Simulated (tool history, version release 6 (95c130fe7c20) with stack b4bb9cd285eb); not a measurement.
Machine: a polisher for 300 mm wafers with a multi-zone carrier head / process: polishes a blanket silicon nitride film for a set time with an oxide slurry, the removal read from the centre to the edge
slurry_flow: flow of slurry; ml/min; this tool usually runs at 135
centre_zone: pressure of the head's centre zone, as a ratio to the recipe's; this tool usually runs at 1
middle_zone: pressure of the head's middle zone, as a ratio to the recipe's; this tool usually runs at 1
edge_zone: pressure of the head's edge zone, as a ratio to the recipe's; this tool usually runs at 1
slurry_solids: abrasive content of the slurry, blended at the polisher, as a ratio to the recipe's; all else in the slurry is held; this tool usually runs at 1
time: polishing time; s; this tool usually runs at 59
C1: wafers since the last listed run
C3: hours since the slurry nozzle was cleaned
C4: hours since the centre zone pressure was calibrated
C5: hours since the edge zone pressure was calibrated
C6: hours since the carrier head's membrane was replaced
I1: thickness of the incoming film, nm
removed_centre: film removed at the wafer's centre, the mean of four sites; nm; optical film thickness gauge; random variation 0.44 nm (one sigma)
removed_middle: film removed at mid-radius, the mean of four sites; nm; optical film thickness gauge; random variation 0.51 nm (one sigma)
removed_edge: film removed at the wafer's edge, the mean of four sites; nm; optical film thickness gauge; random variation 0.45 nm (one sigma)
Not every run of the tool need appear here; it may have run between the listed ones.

{"run": 1, "hour": 0.0, "slurry_flow": 135, "centre_zone": 1, "middle_zone": 1, "edge_zone": 0.96, "slurry_solids": 1, "time": 59, "C1": 0, "wafers polished on this pad": 359, "C3": 473.1, "C4": 197.1, "C5": 1078.1, "C6": 127.5, "I1": 495.3, "removed_centre": 42.5, "removed_middle": 42.4, "removed_edge": 41.9}
{"hour": 12.7, "done": "slurry nozzle cleaned"}
{"run": 2, "hour": 36.9, "slurry_flow": 135, "centre_zone": 1, "middle_zone": 1, "edge_zone": 1, "slurry_solids": 1, "time": 59, "C1": 217, "wafers polished on this pad": 577, "C3": 24.2, "C4": 234, "C5": 1115, "C6": 164.4, "I1": 500.1, "removed_centre": 47.9, "removed_middle": 47.5, "removed_edge": 45.8}
{"hour": 46.9, "done": "edge zone pressure recalibrated"}
{"run": 3, "hour": 92.5, "slurry_flow": 135, "centre_zone": 1, "middle_zone": 1, "edge_zone": 1, "slurry_solids": 1, "time": 59, "C1": 324, "wafers polished on this pad": 902, "C3": 79.8, "C4": 289.6, "C5": 45.6, "C6": 220, "I1": 492.9, "removed_centre": 48.3, "removed_middle": 45.9, "removed_edge": 46.2}
{"run": 4, "hour": 126.1, "slurry_flow": 135, "centre_zone": 1, "middle_zone": 1, "edge_zone": 1, "slurry_solids": 1, "time": 59, "C1": 203, "wafers polished on this pad": 1105, "C3": 113.4, "C4": 323.2, "C5": 79.2, "C6": 253.6, "I1": 504.5, "removed_centre": 46.6, "removed_middle": 45.8, "removed_edge": 46}
{"run": 5, "hour": 156.6, "slurry_flow": 155, "centre_zone": 0.9, "middle_zone": 0.96, "edge_zone": 1, "slurry_solids": 1, "time": 59, "C1": 184, "wafers polished on this pad": 1290, "C3": 143.9, "C4": 353.7, "C5": 109.7, "C6": 284.1, "I1": 496.8, "removed_centre": 43.8, "removed_middle": 45.7, "removed_edge": 47.2}
{"run": 6, "hour": 189.3, "slurry_flow": 105, "centre_zone": 1.07, "middle_zone": 1, "edge_zone": 1.09, "slurry_solids": 1.3, "time": 59, "C1": 198, "wafers polished on this pad": 1489, "C3": 176.6, "C4": 386.4, "C5": 142.4, "C6": 316.8, "I1": 503.5, "removed_centre": 51.5, "removed_middle": 48.5, "removed_edge": 49.8}
{"run": 7, "hour": 228.7, "slurry_flow": 100, "centre_zone": 1, "middle_zone": 0.92, "edge_zone": 0.91, "slurry_solids": 1.2, "time": 59, "C1": 238, "wafers polished on this pad": 1727, "C3": 216, "C4": 425.8, "C5": 181.8, "C6": 356.2, "I1": 493.5, "removed_centre": 45.5, "removed_middle": 42.7, "removed_edge": 44.2}
{"run": 8, "hour": 291.5, "slurry_flow": 160, "centre_zone": 1, "middle_zone": 1, "edge_zone": 1, "slurry_solids": 1, "time": 79, "C1": 380, "wafers polished on this pad": 2108, "C3": 278.8, "C4": 488.6, "C5": 244.6, "C6": 419, "I1": 501.1, "removed_centre": 63.5, "removed_middle": 61.6, "removed_edge": 61}
{"run": 9, "hour": 343.4, "slurry_flow": 135, "centre_zone": 1, "middle_zone": 1, "edge_zone": 1, "slurry_solids": 1, "time": 51, "C1": 314, "wafers polished on this pad": 2423, "C3": 330.7, "C4": 540.5, "C5": 296.5, "C6": 470.9, "I1": 504.1, "removed_centre": 39.4, "removed_middle": 37.7, "removed_edge": 38.9}
{"run": 10, "hour": 413.3, "slurry_flow": 135, "centre_zone": 1, "middle_zone": 1, "edge_zone": 1, "slurry_solids": 1, "time": 59, "C1": 423, "wafers polished on this pad": 2847, "C3": 400.6, "C4": 610.4, "C5": 366.4, "C6": 540.8, "I1": 506.1, "removed_centre": 44.3, "removed_middle": 43.1, "removed_edge": 43.9}
{"hour": 435.9, "done": "worn pad replaced by a new one"}
{"hour": 438.3, "done": "slurry nozzle cleaned"}
{"run": 11, "hour": 472.3, "slurry_flow": 135, "centre_zone": 1, "middle_zone": 1, "edge_zone": 1.08, "slurry_solids": 1, "time": 44, "C1": 327, "wafers polished on this pad": 214, "C3": 34, "C4": 669.4, "C5": 425.4, "C6": 599.8, "I1": 505.7, "removed_centre": 35.8, "removed_middle": 34.7, "removed_edge": 34.7}
{"hour": 509.1, "done": "carrier head's membrane replaced by a new one"}
{"run": 12, "hour": 511.4, "slurry_flow": 135, "centre_zone": 1.07, "middle_zone": 1.06, "edge_zone": 0.9, "slurry_solids": 1, "time": 59, "C1": 206, "wafers polished on this pad": 421, "C3": 73.1, "C4": 708.5, "C5": 464.5, "C6": 2.3, "I1": 494.6, "removed_centre": 51.7, "removed_middle": 48.4, "removed_edge": 43.7}
{"run": 13, "hour": 572.5, "slurry_flow": 135, "centre_zone": 1.1, "middle_zone": 0.97, "edge_zone": 1, "slurry_solids": 1, "time": 59, "C1": 370, "wafers polished on this pad": 791, "C3": 134.2, "C4": 769.6, "C5": 525.6, "C6": 63.4, "I1": 506.1, "removed_centre": 52.2, "removed_middle": 44.2, "removed_edge": 45.8}
{"run": 14, "hour": 623.0, "slurry_flow": 135, "centre_zone": 1, "middle_zone": 1.07, "edge_zone": 1, "slurry_solids": 1, "time": 59, "C1": 306, "wafers polished on this pad": 1098, "C3": 184.7, "C4": 820.1, "C5": 576.1, "C6": 113.9, "I1": 505.1, "removed_centre": 46.4, "removed_middle": 47.2, "removed_edge": 44.7}
{"run": 15, "hour": 675.4, "slurry_flow": 170, "centre_zone": 1, "middle_zone": 1.06, "edge_zone": 1, "slurry_solids": 1, "time": 59, "C1": 317, "wafers polished on this pad": 1415, "C3": 237.1, "C4": 872.5, "C5": 628.5, "C6": 166.3, "I1": 498.4, "removed_centre": 49.3, "removed_middle": 49.4, "removed_edge": 45.7}
{"run": 16, "hour": 728.1, "slurry_flow": 135, "centre_zone": 1, "middle_zone": 1, "edge_zone": 1.04, "slurry_solids": 1, "time": 59, "C1": 319, "wafers polished on this pad": 1735, "C3": 289.8, "C4": 925.2, "C5": 681.2, "C6": 219, "I1": 498.3, "removed_centre": 45.5, "removed_middle": 44.2, "removed_edge": 45}
{"run": 17, "hour": 764.7, "slurry_flow": 135, "centre_zone": 1, "middle_zone": 1, "edge_zone": 1, "slurry_solids": 1, "time": 59, "C1": 221, "wafers polished on this pad": 1957, "C3": 326.4, "C4": 961.8, "C5": 717.8, "C6": 255.6, "I1": 495.1, "removed_centre": 45.2, "removed_middle": 43.8, "removed_edge": 44.4}
{"run": 18, "hour": 811.5, "slurry_flow": 180, "centre_zone": 1, "middle_zone": 0.94, "edge_zone": 1, "slurry_solids": 0.85, "time": 52, "C1": 283, "wafers polished on this pad": 2241, "C3": 373.2, "C4": 1008.6, "C5": 764.6, "C6": 302.4, "I1": 496.3, "removed_centre": 39.6, "removed_middle": 36, "removed_edge": 37.1}
{"run": 19, "hour": 857.2, "slurry_flow": 135, "centre_zone": 1, "middle_zone": 1, "edge_zone": 1, "slurry_solids": 0.8, "time": 59, "C1": 277, "wafers polished on this pad": 2518, "C3": 418.9, "C4": 1054.3, "C5": 810.3, "C6": 348.1, "I1": 502.8, "removed_centre": 38.7, "removed_middle": 38.9, "removed_edge": 39.9}
{"run": 20, "hour": 885.6, "slurry_flow": 165, "centre_zone": 1, "middle_zone": 1, "edge_zone": 1, "slurry_solids": 0.7, "time": 59, "C1": 172, "wafers polished on this pad": 2690, "C3": 447.3, "C4": 1082.7, "C5": 838.7, "C6": 376.5, "I1": 505.4, "removed_centre": 38.7, "removed_middle": 38.3, "removed_edge": 38.1}
{"hour": 889.5, "done": "centre zone pressure recalibrated"}
{"hour": 935.0, "done": "worn pad replaced by a new one"}
{"hour": 941.1, "done": "slurry nozzle cleaned"}
{"run": 21, "hour": 947.4, "slurry_flow": 155, "centre_zone": 0.91, "middle_zone": 1, "edge_zone": 1, "slurry_solids": 0.7, "time": 66, "C1": 332, "wafers polished on this pad": 68, "C3": 6.3, "C4": 57.9, "C5": 900.5, "C6": 438.3, "I1": 511, "removed_centre": 44, "removed_middle": 45, "removed_edge": 45.1}
{"run": 22, "hour": 1005.8, "slurry_flow": 135, "centre_zone": 1, "middle_zone": 1, "edge_zone": 0.91, "slurry_solids": 1, "time": 59, "C1": 354, "wafers polished on this pad": 423, "C3": 64.7, "C4": 116.3, "C5": 958.9, "C6": 496.7, "I1": 490.9, "removed_centre": 48, "removed_middle": 46.7, "removed_edge": 44.2}

Hidden state, per run?
removal rate lost through wear of the pad, %: 0 on each run
deviation of the centre zone's pressure from its setpoint, %: 0 on each run
deviation of the edge zone's pressure from its setpoint, %: 0 on each run
H1: slurry flow missing at the pad, %
run=1 H1=36.5
run=2 H1=3.05
run=3 H1=6.96
run=4 H1=9.31
run=5 H1=11.5
run=6 H1=13.8
run=7 H1=16.5
run=8 H1=20.9
run=9 H1=24.6
run=10 H1=29.5
run=11 H1=5.86
run=12 H1=8.61
run=13 H1=12.9
run=14 H1=16.4
run=15 H1=20.1
run=16 H1=23.8
run=17 H1=26.4
run=18 H1=29.7
run=19 H1=32.9
run=20 H1=34.9
run=21 H1=2.08
run=22 H1=6.18

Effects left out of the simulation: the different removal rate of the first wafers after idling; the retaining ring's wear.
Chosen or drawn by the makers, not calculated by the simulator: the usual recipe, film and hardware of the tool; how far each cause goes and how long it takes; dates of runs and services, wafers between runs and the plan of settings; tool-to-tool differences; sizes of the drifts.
